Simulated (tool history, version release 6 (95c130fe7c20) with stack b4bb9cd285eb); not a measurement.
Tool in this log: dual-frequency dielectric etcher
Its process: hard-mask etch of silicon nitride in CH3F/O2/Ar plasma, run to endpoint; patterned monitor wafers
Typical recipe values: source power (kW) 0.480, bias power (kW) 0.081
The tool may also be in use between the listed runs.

run    hour  source power (kW)  bias power (kW)  incoming incoming film thickness, nm  endpoint time (s)
  1     0.0              0.480            0.081                                  53.0               63.4
       34.5  -- wet clean of the chamber
  2    59.4              0.480            0.081                                  53.0               65.5
  3   161.5              0.480            0.081                                  52.7               64.4
  4   368.9              0.420            0.081                                  52.8               67.1
  5   410.8              0.420            0.081                                  53.6               68.0
  6   464.5              0.430            0.081                                  53.1               66.3
  7   563.4              0.430            0.081                                  53.0               65.4
      597.8  -- bias power generator calibrated
      651.8  -- wet clean of the chamber
  8   681.9              0.430            0.081                                  54.0               71.7
      715.8  -- source power generator calibrated
  9   775.5              0.480            0.081                                  53.1               67.1
 10   843.3              0.480            0.081                                  53.0               67.2
 11   889.5              0.390            0.097                                  53.3               66.3
 12   971.7              0.480            0.081                                  52.5               65.6
     1047.7  -- upper electrode replaced
 13  1054.1              0.380            0.061                                  53.0               86.1
 14  1137.9              0.550            0.100                                  53.2               55.4
     1173.0  -- wet clean of the chamber
 15  1185.9              0.570            0.100                                  52.8               55.7
 16  1232.4              0.480            0.101                                  53.6               59.8
 17  1321.4              0.600            0.075                                  53.0               63.4
 18  1428.8              0.480            0.081                                  52.8               65.8
 19  1521.3              0.530            0.093                                  53.6               59.3
 20  1566.8              0.480            0.066                                  54.2               74.9

4 options for the next run, each taken on its own from the tool as it stands now. Forecast them:
  A  1567.2              0.480            0.081                                  53.4                  ?
  B  1567.2              0.390            0.069                                  53.4                  ?
  C  1567.2              0.590            0.087                                  53.4                  ?
  D  1567.2              0.560            0.081                                  53.4                  ?

run  endpoint time (s)
  A               65.9
  B               78.8
  C               58.3
  D               61.9
Take away the tool's hidden state, keep each run's random variation, and the runs would have read:
run  endpoint time (s)
  A               67.9
  B               81.2
  C               60.0
  D               63.7

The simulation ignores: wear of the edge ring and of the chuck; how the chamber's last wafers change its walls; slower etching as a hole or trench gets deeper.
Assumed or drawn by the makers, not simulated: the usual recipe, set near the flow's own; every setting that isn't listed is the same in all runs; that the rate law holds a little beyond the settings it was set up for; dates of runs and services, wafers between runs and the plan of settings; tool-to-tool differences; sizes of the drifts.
